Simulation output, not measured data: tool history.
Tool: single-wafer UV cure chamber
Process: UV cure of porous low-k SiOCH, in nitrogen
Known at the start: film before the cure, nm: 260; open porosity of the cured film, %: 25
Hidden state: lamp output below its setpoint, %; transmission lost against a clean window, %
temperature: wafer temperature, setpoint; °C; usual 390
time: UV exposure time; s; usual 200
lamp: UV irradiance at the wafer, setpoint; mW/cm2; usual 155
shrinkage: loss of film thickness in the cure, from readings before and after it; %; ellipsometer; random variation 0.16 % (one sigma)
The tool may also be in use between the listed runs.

run,hour,temperature,time,lamp,wafers since the last listed run,hours since the UV bulbs were replaced,wafers since the quartz window was cleaned,shrinkage
1,0,390,200,155,0,278.4,4117,12.655
# hour 9.6: quartz window cleaned
2,46.6,390,200,155,478,325,458,13.498
3,116.9,390,200,155,871,395.3,1329,13.372
4,150.7,390,200,155,418,429.1,1748,13.272
5,187.8,390,200,155,459,466.2,2208,12.981
6,224.3,390,160,155,452,502.7,2660,11.868
7,273.7,390,160,155,612,552.1,3272,11.618
8,324.8,390,200,146,633,603.2,3905,12.395
9,355.2,390,200,155,376,633.6,4282,12.464
10,384.3,390,200,155,360,662.7,4643,12.202
11,415.5,390,200,155,386,693.9,5029,12.101
12,449.5,390,200,155,421,727.9,5451,11.932
# hour 463.8: quartz window cleaned
13,487.2,390,200,155,368,765.6,289,12.827
14,538.2,390,200,155,631,816.6,921,12.628
15,576.9,390,200,155,479,855.3,1400,12.386
16,644.4,390,200,155,836,922.8,2237,12.23
17,674.3,390,200,155,370,952.7,2607,12.023
# hour 691.5: UV bulbs replaced
18,745.7,390,200,155,785,54.2,3393,13.375
19,810.2,390,200,155,799,118.7,4192,12.974
20,879.3,372,290,117,856,187.8,5048,12.902
# hour 889: quartz window cleaned
21,924.4,390,200,155,459,232.9,439,13.946
22,991,372,290,117,825,299.5,1264,13.631
23,1027.2,396,260,155,448,335.7,1712,14.792
24,1089.5,382,200,155,771,398,2484,13.191
25,1266.7,400,85,136,2195,575.2,4680,8.263
26,1330.4,390,200,155,789,638.9,5469,12.069
# hour 1343.7: quartz window cleaned
27,1362.1,400,165,191,293,670.6,228,13.643
28,1429.8,390,200,155,838,738.3,1067,13.142
29,1484.5,390,230,155,677,793,1744,13.764
30,1611.9,390,260,155,1578,920.4,3323,13.644
# hour 1652.1: UV bulbs replaced
31,1659.8,390,200,126,494,7.7,3817,12.417
32,1707.2,390,200,181,587,55.1,4405,13.849
33,1736.8,390,200,172,366,84.7,4771,13.652
# hour 1746.4: quartz window cleaned
34,1770,379,85,155,312,117.9,292,9.65
35,1802.3,390,315,155,400,150.2,692,16.047
36,1873.9,390,200,155,887,221.8,1579,13.558
37,1917.1,370,240,170,535,265,2115,14.179
38,1982.6,373,200,185,811,330.5,2926,13.852
39,2021.8,397,200,128,485,369.7,3412,12.395

How the hidden state differs across the entries between the runs, from the last listed run before each to the first after it:
Between runs 1 and 2: quartz window cleaned (hour 9.6)
  lamp output below its setpoint, %: 9.82 -> 10.9; transmission lost against a clean window, %: 19.5 -> 3.52
  measured less the result without the state, shrinkage: -1.55 -> -0.743 %
Between runs 12 and 13: quartz window cleaned (hour 463.8)
  lamp output below its setpoint, %: 20.7 -> 21.6; transmission lost against a clean window, %: 23.4 -> 4.77
  measured less the result without the state, shrinkage: -2.423 -> -1.424 %
Between runs 17 and 18: UV bulbs replaced (hour 691.5)
  lamp output below its setpoint, %: 26.2 -> 1.9; transmission lost against a clean window, %: 14 -> 17.6
  measured less the result without the state, shrinkage: -2.188 -> -1.05 %
Between runs 20 and 21: quartz window cleaned (hour 889)
  lamp output below its setpoint, %: 5.14 -> 6.23; transmission lost against a clean window, %: 24.2 -> 2.88
  measured less the result without the state, shrinkage: -1.624 -> -0.464 %
Between runs 26 and 27: quartz window cleaned (hour 1343.7)
  lamp output below its setpoint, %: 16.1 -> 16.8; transmission lost against a clean window, %: 23 -> 2.1
  measured less the result without the state, shrinkage: -2.094 -> -1.019 %
Between runs 30 and 31: UV bulbs replaced (hour 1652.1)
  lamp output below its setpoint, %: 22.9 -> 1.98; transmission lost against a clean window, %: 14.5 -> 16.8
  measured less the result without the state, shrinkage: -2.079 -> -0.991 %
Between runs 33 and 34: quartz window cleaned (hour 1746.4)
  lamp output below its setpoint, %: 3.84 -> 4.65; transmission lost against a clean window, %: 20.6 -> 3.32
  measured less the result without the state, shrinkage: -1.349 -> -0.367 %
